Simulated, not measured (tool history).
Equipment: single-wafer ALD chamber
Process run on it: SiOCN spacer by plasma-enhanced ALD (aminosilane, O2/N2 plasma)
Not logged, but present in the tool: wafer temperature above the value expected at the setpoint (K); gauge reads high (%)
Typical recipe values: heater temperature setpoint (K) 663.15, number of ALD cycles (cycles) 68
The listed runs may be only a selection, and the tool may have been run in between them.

run      day  heater temperature setpoint (K)  number of ALD cycles (cycles)  wafers since the last listed run  hours since the last thermocouple change  hours since the gauge calibration  read-back reference wafer on the same gauge, thickness_nm  mean film thickness on the monitor wafer (Å)
  1        0                           663.15                             68                                 0                                      82.4                             1571.3                                                      3.448                                         38.92
  2     2.55                           663.15                             68                               235                                     143.6                             1632.5                                                       3.45                                         39.01
  3    4.304                           663.15                             68                               162                                     185.7                             1674.6                                                      3.451                                         38.97
  4    8.379                           663.15                             68                               376                                     283.5                             1772.4                                                       3.45                                         39.11
  5   11.817                           663.15                             68                               317                                       366                             1854.9                                                      3.451                                         39.11
  6   15.742                           663.15                             68                               362                                     460.2                             1949.1                                                      3.448                                         38.94
  7   19.308                           663.15                             68                               329                                     545.8                             2034.7                                                      3.452                                         39.13
  8     21.6                           663.15                             68                               211                                     600.8                             2089.7                                                      3.449                                         39.02
  9   23.754                           663.15                             68                               199                                     652.5                             2141.4                                                      3.448                                         39.03
 10   27.833                           657.15                             68                               377                                     750.4                             2239.3                                                      3.453                                         39.08
 11   29.771                           663.15                             68                               179                                     796.9                             2285.8                                                      3.452                                         39.16
 12   32.188                           663.15                             68                               223                                     854.9                             2343.8                                                      3.449                                         39.04
 13   35.738                           655.15                             68                               328                                     940.1                               2429                                                       3.45                                          39.2
 14   39.012                           655.15                             68                               302                                    1018.7                             2507.6                                                      3.449                                         39.25
      39.525  -- gauge calibrated
 15   41.992                           675.15                             64                               275                                    1090.2                               59.2                                                       3.45                                          36.7
 16   44.829                           663.15                             68                               262                                    1158.3                              127.3                                                      3.448                                            39
 17   47.638                           667.15                             68                               259                                    1225.7                              194.7                                                       3.45                                         38.93
 18   50.825                           654.15                             57                               294                                    1302.2                              271.2                                                      3.451                                         32.73
 19    54.55                           663.15                             68                               344                                    1391.6                              360.6                                                      3.451                                         38.99
 20   57.829                           663.15                             62                               303                                    1470.3                              439.3                                                      3.451                                         35.63
 21   60.767                           663.15                             68                               271                                    1540.8                              509.8                                                      3.451                                         38.99
 22   64.704                           663.15                             78                               364                                    1635.3                              604.3                                                       3.45                                         44.95
 23   66.346                           649.15                             58                               151                                    1674.7                              643.7                                                       3.45                                         33.29
 24   69.742                           663.15                             58                               313                                    1756.2                              725.2                                                      3.449                                          33.3
 25   73.967                           658.15                             72                               390                                    1857.6                              826.6                                                      3.452                                         41.22
 26   76.929                           663.15                             77                               273                                    1928.7                              897.7                                                       3.45                                         44.22
 27   80.142                           663.15                             68                               296                                    2005.8                              974.8                                                      3.449                                         38.87
      81.088  -- thermocouple changed; heater temperature recalibrated
 28    84.55                           668.15                             77                               376                                      83.1                             1080.6                                                      3.452                                         44.13
 29   88.338                           652.15                             55                               350                                       174                             1171.5                                                       3.45                                         31.55
 30  100.146                           667.15                             78                              1091                                     457.4                             1454.9                                                      3.448                                         44.88
 31  104.342                           677.15                             74                               387                                     558.1                             1555.6                                                      3.449                                         42.23
 32  108.308                           663.15                             74                               366                                     653.3                             1650.8                                                      3.449                                         42.43
 33  111.971                           652.15                             57                               338                                     741.2                             1738.7                                                      3.451                                         32.75

3 ways to go on from here, each from the tool as it stands after run 33. What would each give?
  A  111.992                           653.15                             68                                 1                                     741.7                             1739.2                                                          ?                                             ?
  B  111.992                           651.15                             64                                 1                                     741.7                             1739.2                                                          ?                                             ?
  C  111.992                           663.15                             81                                 1                                     741.7                             1739.2                                                          ?                                             ?

run  read-back reference wafer on the same gauge, thickness_nm  mean film thickness on the monitor wafer (Å)
  A                                                      3.451                                         38.98
  B                                                      3.451                                         36.69
  C                                                      3.451                                         46.44
What these runs would have given with no unlogged condition in the tool:
run  mean film thickness on the monitor wafer (Å)
  A                                         38.98
  B                                         36.69
  C                                         46.44
